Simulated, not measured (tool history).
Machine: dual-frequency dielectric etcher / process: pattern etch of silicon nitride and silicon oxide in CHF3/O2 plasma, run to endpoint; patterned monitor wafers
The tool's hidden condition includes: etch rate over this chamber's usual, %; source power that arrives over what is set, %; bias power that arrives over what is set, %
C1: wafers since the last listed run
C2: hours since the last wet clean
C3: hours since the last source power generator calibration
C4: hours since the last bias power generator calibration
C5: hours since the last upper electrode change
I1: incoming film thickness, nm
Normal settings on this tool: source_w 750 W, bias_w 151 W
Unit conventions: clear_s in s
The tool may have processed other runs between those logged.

Run 1, hour 0.0: usual settings; C1 0; C2 539.4; C3 1086.7; C4 2918.2; C5 5041.8; I1 163.1. Result: clear_s 107.8 s.
At hour 59.9: wet clean of the chamber.
Run 2, hour 78.9: usual settings but source_w 680 W; C1 509; C2 19.0; C3 1165.6; C4 2997.1; C5 5120.7; I1 164.1. Result: clear_s 114.1 s.
Run 3, hour 175.6: usual settings but source_w 680 W; C1 898; C2 115.7; C3 1262.3; C4 3093.8; C5 5217.4; I1 162.7. Result: clear_s 112.0 s.
Run 4, hour 252.1: usual settings; C1 710; C2 192.2; C3 1338.8; C4 3170.3; C5 5293.9; I1 162.4. Result: clear_s 106.8 s.
Run 5, hour 321.0: usual settings; C1 639; C2 261.1; C3 1407.7; C4 3239.2; C5 5362.8; I1 163.4. Result: clear_s 108.0 s.
Run 6, hour 407.7: usual settings; C1 805; C2 347.8; C3 1494.4; C4 3325.9; C5 5449.5; I1 163.0. Result: clear_s 108.5 s.
Run 7, hour 507.7: usual settings but source_w 660 W, bias_w 143 W; C1 928; C2 447.8; C3 1594.4; C4 3425.9; C5 5549.5; I1 163.0. Result: clear_s 117.5 s.
Run 8, hour 563.7: usual settings but source_w 660 W, bias_w 143 W; C1 520; C2 503.8; C3 1650.4; C4 3481.9; C5 5605.5; I1 164.2. Result: clear_s 118.2 s.
Run 9, hour 640.0: usual settings but source_w 660 W, bias_w 143 W; C1 708; C2 580.1; C3 1726.7; C4 3558.2; C5 5681.8; I1 163.1. Result: clear_s 118.0 s.
At hour 754.2: wet clean of the chamber.
At hour 883.4: upper electrode replaced.
Run 10, hour 883.9: usual settings; C1 1819; C2 129.7; C3 1970.6; C4 3802.1; C5 0.5; I1 164.2. Result: clear_s 107.0 s.
Run 11, hour 950.5: usual settings; C1 618; C2 196.3; C3 2037.2; C4 3868.7; C5 67.1; I1 164.5. Result: clear_s 107.3 s.
Run 12, hour 1024.0: usual settings; C1 682; C2 269.8; C3 2110.7; C4 3942.2; C5 140.6; I1 163.8. Result: clear_s 107.0 s.
At hour 1048.5: source power generator calibrated.
Run 13, hour 1101.2: usual settings but bias_w 139 W; C1 679; C2 347.0; C3 52.7; C4 4019.4; C5 217.8; I1 163.8. Result: clear_s 110.5 s.
Run 14, hour 1142.6: usual settings; C1 384; C2 388.4; C3 94.1; C4 4060.8; C5 259.2; I1 164.6. Result: clear_s 108.5 s.
Run 15, hour 1235.3: usual settings; C1 860; C2 481.1; C3 186.8; C4 4153.5; C5 351.9; I1 165.0. Result: clear_s 108.4 s.
At hour 1345.4: wet clean of the chamber.
Run 16, hour 1541.8: usual settings; C1 2623; C2 196.4; C3 493.3; C4 4460.0; C5 658.4; I1 162.6. Result: clear_s 106.3 s.
Run 17, hour 1623.2: usual settings; C1 755; C2 277.8; C3 574.7; C4 4541.4; C5 739.8; I1 162.4. Result: clear_s 106.9 s.
At hour 1636.8: bias power generator calibrated.
Run 18, hour 1662.5: usual settings; C1 327; C2 317.1; C3 614.0; C4 25.7; C5 779.1; I1 162.1. Result: clear_s 105.8 s.
Run 19, hour 1730.9: usual settings; C1 635; C2 385.5; C3 682.4; C4 94.1; C5 847.5; I1 163.2. Result: clear_s 107.5 s.
Run 20, hour 1805.0: usual settings but source_w 660 W, bias_w 135 W; C1 688; C2 459.6; C3 756.5; C4 168.2; C5 921.6; I1 162.6. Result: clear_s 118.7 s.
Run 21, hour 1909.4: usual settings but bias_w 123 W; C1 969; C2 564.0; C3 860.9; C4 272.6; C5 1026.0; I1 164.6. Result: clear_s 115.0 s.
Run 22, hour 1961.6: usual settings but source_w 930 W, bias_w 115 W; C1 484; C2 616.2; C3 913.1; C4 324.8; C5 1078.2; I1 164.4. Result: clear_s 104.8 s.

Run 23 is up next; what results do you expect?
At hour 2017.0: wet clean of the chamber.
Run 23, hour 2058.8: usual settings; C1 679; C2 41.8; C3 1010.3; C4 422.0; C5 1175.4; I1 163.5. Result: clear_s ?.

{"run 23": {"clear_s": 106.7}}
Take away the tool's hidden state, keep the run-to-run variation as it was, and the same run would have given clear_s 106.4 s.

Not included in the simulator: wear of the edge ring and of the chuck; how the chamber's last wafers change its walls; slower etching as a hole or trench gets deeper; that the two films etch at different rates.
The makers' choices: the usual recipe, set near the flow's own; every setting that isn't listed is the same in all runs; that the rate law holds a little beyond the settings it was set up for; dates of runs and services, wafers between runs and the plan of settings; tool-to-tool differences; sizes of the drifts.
